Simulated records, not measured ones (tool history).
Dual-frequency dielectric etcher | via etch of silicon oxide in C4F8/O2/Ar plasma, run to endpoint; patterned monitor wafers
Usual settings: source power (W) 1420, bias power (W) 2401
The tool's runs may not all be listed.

run	day	source power (W)	bias power (W)	wafers since the last listed run	hours since the last wet clean	hours since the last source power generator calibration	hours since the last bias power generator calibration	hours since the last upper electrode change	incoming incoming film thickness, nm	endpoint time (s)
1	0.000	1420	2401	0	316.3	5209.5	2927.1	3462.4	1324.3	278.7
2	2.404	1420	2401	222	374.0	5267.2	2984.8	3520.1	1313.3	278.5
3	3.675	1420	2401	117	404.5	5297.7	3015.3	3550.6	1323.3	284.6
# day 5.308: wet clean of the chamber
4	5.329	1420	2401	60	0.5	5337.4	3055.0	3590.3	1334.5	284.4
5	5.867	1420	2401	49	13.4	5350.3	3067.9	3603.2	1322.9	278.5
6	6.888	1420	2401	94	37.9	5374.8	3092.4	3627.7	1325.4	283.3
7	7.717	1420	2401	76	57.8	5394.7	3112.3	3647.6	1334.6	282.5
8	9.100	1420	2401	127	91.0	5427.9	3145.5	3680.8	1324.6	277.5
# day 9.508: source power generator calibrated
9	9.750	1420	2401	44	106.6	5.8	3161.1	3696.4	1330.1	281.7
10	10.954	1420	2401	111	135.5	34.7	3190.0	3725.3	1329.5	283.6
11	13.792	1420	2401	262	203.6	102.8	3258.1	3793.4	1310.4	277.2
# day 15.483: upper electrode replaced
12	15.504	1420	2401	65	244.7	143.9	3299.2	0.5	1331.5	283.4
13	15.521	1420	2401	1	245.1	144.3	3299.6	0.9	1317.4	280.7
14	16.062	1420	2401	50	258.1	157.3	3312.6	13.9	1332.6	283.3
# day 17.254: bias power generator calibrated
15	17.275	1420	2401	96	287.2	186.4	0.5	43.0	1325.9	283.7
16	18.133	1160	2930	79	307.8	207.0	21.1	63.6	1328.4	294.0
17	19.304	1420	2401	108	335.9	235.1	49.2	91.7	1328.3	284.0
18	20.217	1420	2401	84	357.8	257.0	71.1	113.6	1317.2	277.2
19	23.567	1080	2753	309	438.2	337.4	151.5	194.0	1326.4	309.8
20	24.879	1540	1836	121	469.7	368.9	183.0	225.5	1326.4	281.3
# day 26.212: wet clean of the chamber
21	26.375	1420	2401	45	3.9	404.8	218.9	261.4	1317.2	279.4
22	27.538	1420	2041	107	31.8	432.7	246.8	289.3	1340.4	289.6
23	28.767	1760	2401	113	61.3	462.2	276.3	318.8	1330.8	258.6
24	29.608	1710	2889	77	81.5	482.4	296.5	339.0	1315.8	253.1
25	30.350	1730	2766	68	99.3	500.2	314.3	356.8	1328.8	251.6
26	30.858	1420	2183	46	111.5	512.4	326.5	369.0	1320.8	282.9
27	32.021	1420	2401	107	139.4	540.3	354.4	396.9	1330.7	286.6
28	32.904	1420	2853	81	160.6	561.5	375.6	418.1	1319.3	266.3
29	33.775	1600	2008	80	181.5	582.4	396.5	439.0	1318.5	269.2
30	34.762	1420	2401	91	205.2	606.1	420.2	462.7	1329.0	280.6
31	35.504	1420	2579	68	223.0	623.9	438.0	480.5	1342.5	280.5
32	36.075	1190	2056	52	236.7	637.6	451.7	494.2	1336.2	312.9
33	37.462	1570	2727	128	270.0	670.9	485.0	527.5	1329.4	265.6
34	38.667	1420	2401	111	298.9	699.8	513.9	556.4	1327.2	278.8

Hidden state at the last listed run before each entry between runs and at the first one after, where it differs:
Between runs 3 and 4: wet clean of the chamber (day 5.308)
  no hidden state differs between the two runs
Between runs 8 and 9: source power generator calibrated (day 9.508)
  no hidden state differs between the two runs
Between runs 11 and 12: upper electrode replaced (day 15.483)
  no hidden state differs between the two runs
Between runs 14 and 15: bias power generator calibrated (day 17.254)
  no hidden state differs between the two runs
Between runs 20 and 21: wet clean of the chamber (day 26.212)
  no hidden state differs between the two runs
